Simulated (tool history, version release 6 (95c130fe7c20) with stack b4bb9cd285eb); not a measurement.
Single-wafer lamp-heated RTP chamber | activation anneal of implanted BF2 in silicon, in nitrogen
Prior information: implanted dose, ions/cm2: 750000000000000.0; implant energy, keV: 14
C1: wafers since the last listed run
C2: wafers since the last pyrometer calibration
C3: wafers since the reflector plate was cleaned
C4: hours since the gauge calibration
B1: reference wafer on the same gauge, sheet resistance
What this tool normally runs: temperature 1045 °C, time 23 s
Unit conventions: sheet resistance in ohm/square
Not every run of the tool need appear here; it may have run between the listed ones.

run 1 hour=0.0 | temperature=1045 time=23 | C1=0 C2=4 C3=14926 C4=981.4 | B1=186.97 | sheet_resistance=190.48
-- hour=0.6 reflector plate cleaned
run 2 hour=79.3 | temperature=1025 time=23 | C1=885 C2=889 C3=885 C4=1060.7 | B1=186.96 | sheet_resistance=204.33
run 3 hour=153.8 | temperature=1045 time=23 | C1=838 C2=1728 C3=1724 C4=1135.2 | B1=187.18 | sheet_resistance=187.50
run 4 hour=245.1 | temperature=1045 time=23 | C1=1027 C2=2756 C3=2752 C4=1226.5 | B1=187.11 | sheet_resistance=186.79
run 5 hour=431.0 | temperature=1045 time=33 | C1=2092 C2=4849 C3=4845 C4=1412.4 | B1=187.01 | sheet_resistance=179.87
-- hour=524.3 pyrometer window cleaned and pyrometer calibrated
run 6 hour=529.8 | temperature=1045 time=33 | C1=1022 C2=61 C3=5867 C4=1511.2 | B1=186.80 | sheet_resistance=182.40
run 7 hour=632.0 | temperature=1045 time=33 | C1=1150 C2=1212 C3=7018 C4=1613.4 | B1=186.89 | sheet_resistance=180.73
run 8 hour=935.5 | temperature=1045 time=32 | C1=3416 C2=4629 C3=10435 C4=1916.9 | B1=186.69 | sheet_resistance=180.36
-- hour=1001.1 pyrometer window cleaned and pyrometer calibrated
run 9 hour=1033.8 | temperature=1045 time=32 | C1=1016 C2=368 C3=11451 C4=2015.2 | B1=186.88 | sheet_resistance=182.88
run 10 hour=1092.6 | temperature=1045 time=32 | C1=662 C2=1030 C3=12113 C4=2074.0 | B1=186.95 | sheet_resistance=182.25
run 11 hour=1179.2 | temperature=1067 time=34 | C1=974 C2=2005 C3=13088 C4=2160.6 | B1=187.06 | sheet_resistance=168.60
run 12 hour=1260.2 | temperature=1045 time=16 | C1=911 C2=2917 C3=14000 C4=2241.6 | B1=187.03 | sheet_resistance=194.86
-- hour=1309.6 reflector plate cleaned
run 13 hour=1314.1 | temperature=1045 time=16 | C1=516 C2=3433 C3=50 C4=2295.5 | B1=186.89 | sheet_resistance=193.68
run 14 hour=1373.1 | temperature=1045 time=23 | C1=664 C2=4098 C3=715 C4=2354.5 | B1=186.90 | sheet_resistance=185.90
run 15 hour=1439.8 | temperature=1045 time=23 | C1=750 C2=4849 C3=1466 C4=2421.2 | B1=186.94 | sheet_resistance=186.22
-- hour=1498.3 pyrometer window cleaned and pyrometer calibrated
run 16 hour=1542.3 | temperature=1045 time=16 | C1=1063 C2=494 C3=2530 C4=2523.7 | B1=186.88 | sheet_resistance=196.26
-- hour=1615.0 gauge calibrated
run 17 hour=1650.1 | temperature=1045 time=30 | C1=1213 C2=1708 C3=3743 C4=35.1 | B1=186.88 | sheet_resistance=183.42
run 18 hour=1757.5 | temperature=1053 time=13 | C1=1209 C2=2917 C3=4952 C4=142.5 | B1=187.07 | sheet_resistance=191.43
run 19 hour=1794.8 | temperature=1032 time=18 | C1=419 C2=3337 C3=5372 C4=179.8 | B1=186.80 | sheet_resistance=201.94
run 20 hour=1871.2 | temperature=1062 time=10 | C1=860 C2=4197 C3=6232 C4=256.2 | B1=186.88 | sheet_resistance=190.55
run 21 hour=1929.6 | temperature=1070 time=17 | C1=657 C2=4855 C3=6890 C4=314.6 | B1=186.98 | sheet_resistance=176.60
run 22 hour=1998.9 | temperature=1045 time=23 | C1=780 C2=5635 C3=7670 C4=383.9 | B1=186.77 | sheet_resistance=185.10
-- hour=2048.7 pyrometer window cleaned and pyrometer calibrated
run 23 hour=2096.5 | temperature=1032 time=11 | C1=1008 C2=537 C3=8679 C4=481.5 | B1=187.11 | sheet_resistance=218.19
run 24 hour=2160.7 | temperature=1045 time=16 | C1=722 C2=1260 C3=9402 C4=545.7 | B1=186.72 | sheet_resistance=197.27
run 25 hour=2283.4 | temperature=1045 time=23 | C1=1381 C2=2642 C3=10783 C4=668.4 | B1=187.02 | sheet_resistance=187.35
run 26 hour=2365.7 | temperature=1075 time=23 | C1=926 C2=3568 C3=11710 C4=750.7 | B1=186.86 | sheet_resistance=170.39
run 27 hour=2402.1 | temperature=1030 time=18 | C1=409 C2=3978 C3=12120 C4=787.1 | B1=186.72 | sheet_resistance=203.95
run 28 hour=2443.8 | temperature=1023 time=27 | C1=469 C2=4448 C3=12589 C4=828.8 | B1=186.80 | sheet_resistance=197.50
-- hour=2522.2 pyrometer window cleaned and pyrometer calibrated
-- hour=2526.2 reflector plate cleaned
run 29 hour=2535.8 | temperature=1019 time=11 | C1=900 C2=107 C3=107 C4=920.8 | B1=187.09 | sheet_resistance=233.44

Forecast each of these 5 alternatives for the next run:
run A hour=2536.2 | temperature=1045 time=23 | C1=4 C2=112 C3=112 C4=921.2 | B1=? | sheet_resistance=?
run B hour=2536.2 | temperature=1060 time=23 | C1=4 C2=112 C3=112 C4=921.2 | B1=? | sheet_resistance=?
run C hour=2536.2 | temperature=1058 time=15 | C1=4 C2=112 C3=112 C4=921.2 | B1=? | sheet_resistance=?
run D hour=2536.2 | temperature=1025 time=19 | C1=4 C2=112 C3=112 C4=921.2 | B1=? | sheet_resistance=?
run E hour=2536.2 | temperature=1045 time=34 | C1=4 C2=112 C3=112 C4=921.2 | B1=? | sheet_resistance=?

run=A B1=186.98 sheet_resistance=190.95
run=B B1=186.98 sheet_resistance=180.91
run=C B1=186.98 sheet_resistance=189.83
run=D B1=186.98 sheet_resistance=212.48
run=E B1=186.98 sheet_resistance=183.42
With no hidden state in the tool, these same runs would have given:
run=A sheet_resistance=191.15
run=B sheet_resistance=181.08
run=C sheet_resistance=190.02
run=D sheet_resistance=212.76
run=E sheet_resistance=183.59

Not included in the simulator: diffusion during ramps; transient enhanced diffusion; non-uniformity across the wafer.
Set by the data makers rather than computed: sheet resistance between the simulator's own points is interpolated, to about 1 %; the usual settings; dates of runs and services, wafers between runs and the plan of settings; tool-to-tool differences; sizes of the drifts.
